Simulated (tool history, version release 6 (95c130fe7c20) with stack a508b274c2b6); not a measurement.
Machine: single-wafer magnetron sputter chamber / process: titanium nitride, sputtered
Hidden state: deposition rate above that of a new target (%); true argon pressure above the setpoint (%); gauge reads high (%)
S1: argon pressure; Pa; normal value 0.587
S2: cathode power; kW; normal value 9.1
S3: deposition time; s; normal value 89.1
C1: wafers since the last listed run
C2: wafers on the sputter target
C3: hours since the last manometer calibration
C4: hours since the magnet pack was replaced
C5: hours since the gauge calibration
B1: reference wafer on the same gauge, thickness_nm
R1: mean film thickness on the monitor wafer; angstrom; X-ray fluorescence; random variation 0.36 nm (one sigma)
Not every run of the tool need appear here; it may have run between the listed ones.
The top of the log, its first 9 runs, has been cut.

run,hour,S1,S2,S3,C1,C2,C3,C4,C5,B1,R1
10,435.4,0.587,7.35,92.9,692,5317,54.4,50.3,1801.5,164.018,1244.88
# hour 459: gauge calibrated
11,467.7,0.755,9.1,75.8,448,5766,86.7,82.6,8.7,163.975,1207.17
12,494.1,0.587,9.1,97.8,366,6133,113.1,109,35.1,164.009,1622.32
13,519.2,0.587,9.1,89.1,348,6482,138.2,134.1,60.2,164.103,1473.69
# hour 537.8: sputter target and shields replaced
14,564,0.734,9.1,89.1,511,363,183,178.9,105,164.128,1447.26
15,600.4,0.587,9.7,89.1,505,869,219.4,215.3,141.4,164.021,1595.84
16,634.1,0.701,10.95,84.3,468,1338,253.1,249,175.1,163.935,1660.65
17,667.1,0.587,10.45,89.1,458,1796,286.1,282,208.1,163.977,1726.72
18,728.8,0.388,8.2,106,857,2654,347.8,343.7,269.8,163.946,1690.07
19,770.6,0.587,9.1,89.1,581,3235,389.6,385.5,311.6,164.055,1496.61
20,794.6,0.423,7.8,96.1,333,3569,413.6,409.5,335.6,164.014,1435.64
21,829.9,0.471,9.1,82.7,490,4059,448.9,444.8,370.9,164.087,1421.39
22,863.4,0.725,9.1,83.4,465,4525,482.4,478.3,404.4,164.054,1357.25
23,891,0.587,8.2,79.9,383,4909,510,505.9,432,163.987,1203.73
24,969.7,0.68,9.1,89.1,1093,6003,588.7,584.6,510.7,163.892,1459.32
# hour 989.6: sputter target and shields replaced
25,994.3,0.587,9.1,78.9,230,65,613.3,609.2,535.3,164.007,1336.95
26,1041.6,0.441,9.1,83.6,657,722,660.6,656.5,582.6,164.013,1465.41
27,1103,0.482,7.85,77.7,853,1576,722,717.9,644,163.933,1159.95
28,1129.8,0.587,9.1,89.1,372,1948,748.8,744.7,670.8,163.999,1509.53
29,1188.1,0.695,9.1,89.1,810,2758,807.1,803,729.1,163.929,1472.09
30,1221.7,0.587,9.1,89.1,467,3226,840.7,836.6,762.7,164.019,1506.34
31,1250,0.681,7.45,72.6,393,3619,869,864.9,791,163.802,979.96
32,1307.8,0.457,8.5,79.3,803,4422,926.8,922.7,848.8,164.057,1285.45
33,1408.9,0.587,9.1,101.1,1405,5828,1027.9,1023.8,949.9,163.923,1703.36

Here are 5 independent what-if runs from the current tool condition. What would each one return?
A,1409.3,0.587,9.1,104.7,5,5833,1028.3,1024.2,950.3,?,?
B,1409.3,0.51,7.7,97.1,5,5833,1028.3,1024.2,950.3,?,?
C,1409.3,0.467,9.1,73.2,5,5833,1028.3,1024.2,950.3,?,?
D,1409.3,0.442,8.45,99.2,5,5833,1028.3,1024.2,950.3,?,?
E,1409.3,0.519,10.45,103.4,5,5833,1028.3,1024.2,950.3,?,?

run,B1,R1
A,164.029,1763.5
B,164.029,1408.91
C,164.029,1267.94
D,164.029,1604.96
E,164.029,2031.88
Without the tool's hidden state the same runs would have given:
run,R1
A,1761.33
B,1409.26
C,1269.3
D,1607.47
E,2032.02

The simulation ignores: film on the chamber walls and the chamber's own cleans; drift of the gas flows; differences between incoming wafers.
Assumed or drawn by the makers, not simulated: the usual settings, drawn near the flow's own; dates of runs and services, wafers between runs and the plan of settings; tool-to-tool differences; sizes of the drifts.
